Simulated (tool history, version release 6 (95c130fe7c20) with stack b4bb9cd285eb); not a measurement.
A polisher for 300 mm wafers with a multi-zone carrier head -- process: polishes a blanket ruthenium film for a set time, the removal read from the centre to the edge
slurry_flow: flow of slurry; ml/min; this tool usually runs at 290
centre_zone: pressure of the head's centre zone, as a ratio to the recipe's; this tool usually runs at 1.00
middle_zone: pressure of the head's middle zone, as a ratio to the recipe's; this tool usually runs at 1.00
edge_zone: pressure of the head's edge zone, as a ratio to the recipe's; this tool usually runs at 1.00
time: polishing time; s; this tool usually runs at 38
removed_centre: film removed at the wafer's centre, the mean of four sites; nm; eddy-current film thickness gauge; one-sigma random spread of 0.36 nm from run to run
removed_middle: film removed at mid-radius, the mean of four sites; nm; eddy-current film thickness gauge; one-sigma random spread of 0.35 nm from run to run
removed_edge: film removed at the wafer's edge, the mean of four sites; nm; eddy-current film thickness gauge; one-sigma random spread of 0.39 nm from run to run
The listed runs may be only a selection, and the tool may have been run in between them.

run	hour	slurry_flow	centre_zone	middle_zone	edge_zone	time	wafers since the last listed run	wafers polished on this pad	hours since the slurry nozzle was cleaned	hours since the centre zone pressure was calibrated	hours since the edge zone pressure was calibrated	hours since the carrier head's membrane was replaced	incoming thickness of the incoming film, nm	removed_centre	removed_middle	removed_edge
1	0.0	290	1.11	1.00	1.00	38	0	2471	328.3	679.4	421.9	565.5	375.6	36.7	32.0	32.7
2	40.6	235	1.00	0.96	1.10	47	522	2994	368.9	720.0	462.5	606.1	371.5	40.3	38.1	41.2
3	90.6	290	1.00	0.95	1.08	38	643	3637	418.9	770.0	512.5	656.1	372.2	33.8	30.8	34.9
4	213.2	290	1.00	0.88	1.00	38	1578	5216	541.5	892.6	635.1	778.7	370.0	33.5	29.2	33.0
# hour 355.4: centre zone pressure recalibrated
# hour 481.8: slurry nozzle cleaned
5	505.0	290	1.00	1.00	1.00	38	3717	8934	23.2	149.6	926.9	1070.5	371.1	32.2	32.7	32.8
# hour 535.7: worn pad replaced by a new one
6	592.4	345	1.00	1.00	1.00	38	1073	729	110.6	237.0	1014.3	1157.9	371.3	33.0	32.5	33.7
7	654.7	235	1.00	1.00	1.00	38	802	1531	172.9	299.3	1076.6	1220.2	374.0	31.5	32.0	31.8
8	724.0	290	1.00	1.00	1.00	38	892	2424	242.2	368.6	1145.9	1289.5	367.2	32.3	31.8	33.3
9	778.0	290	0.89	1.04	0.97	38	695	3119	296.2	422.6	1199.9	1343.5	373.7	29.4	32.8	32.9
10	840.8	290	1.00	1.00	1.00	38	808	3927	359.0	485.4	1262.7	1406.3	362.7	32.2	32.3	32.8
# hour 902.9: carrier head's membrane replaced by a new one
11	904.2	290	0.94	1.07	0.95	31	751	4679	422.4	548.8	1326.1	1.3	373.3	25.4	27.5	26.6
12	990.2	290	1.00	1.00	0.94	27	1107	5786	508.4	634.8	1412.1	87.3	372.6	23.2	22.8	23.0
# hour 1086.4: edge zone pressure recalibrated
13	1220.4	290	1.00	1.00	1.00	38	2937	8724	738.6	865.0	134.0	317.5	368.2	32.9	31.9	31.9
# hour 1244.3: slurry nozzle cleaned
14	1267.2	195	1.11	0.91	1.09	38	589	9314	22.9	911.8	180.8	364.3	370.9	35.0	28.7	32.6
15	1374.6	355	1.07	0.95	1.00	26	1382	10696	130.3	1019.2	288.2	471.7	368.6	24.7	21.7	22.4
# hour 1380.8: worn pad replaced by a new one
# hour 1409.4: centre zone pressure recalibrated
16	1635.7	290	1.00	1.00	1.03	38	3284	3255	391.4	226.3	549.3	732.8	366.2	32.2	32.1	33.6
17	1727.5	260	1.00	1.00	1.00	43	1181	4437	483.2	318.1	641.1	824.6	369.5	35.8	35.9	36.8
18	1774.5	290	0.88	1.09	1.00	44	605	5042	530.2	365.1	688.1	871.6	373.7	34.0	40.1	37.7
19	1841.7	290	1.00	1.00	1.00	30	865	5907	597.4	432.3	755.3	938.8	366.0	25.3	25.2	25.9
20	1896.4	290	1.00	0.97	1.00	45	704	6611	652.1	487.0	810.0	993.5	375.8	38.7	37.4	38.7
21	1948.3	290	1.00	1.00	1.00	41	668	7279	704.0	538.9	861.9	1045.4	363.7	34.8	34.4	35.9
22	1989.2	290	1.00	1.00	1.00	38	526	7806	744.9	579.8	902.8	1086.3	369.6	32.6	32.5	32.4

Predict each of these 4 candidate next runs independently; none follows another, all start after run 22:
A	1989.6	290	1.00	1.00	1.00	49	5	7811	745.3	580.2	903.2	1086.7	366.7	?	?	?
B	1989.6	260	1.00	1.03	1.00	38	5	7811	745.3	580.2	903.2	1086.7	366.7	?	?	?
C	1989.6	290	1.07	0.92	0.95	43	5	7811	745.3	580.2	903.2	1086.7	366.7	?	?	?
D	1989.6	290	0.93	1.10	0.93	38	5	7811	745.3	580.2	903.2	1086.7	366.7	?	?	?

run	removed_centre	removed_middle	removed_edge
A	43.0	41.8	42.9
B	32.9	32.7	32.9
C	39.9	34.4	36.8
D	31.4	34.9	32.1
Stripped of hidden state, with their random variation kept, the same runs would have yielded:
run	removed_centre	removed_middle	removed_edge
A	42.0	41.8	42.9
B	32.2	32.7	32.9
C	39.1	34.4	36.8
D	30.7	34.9	32.1
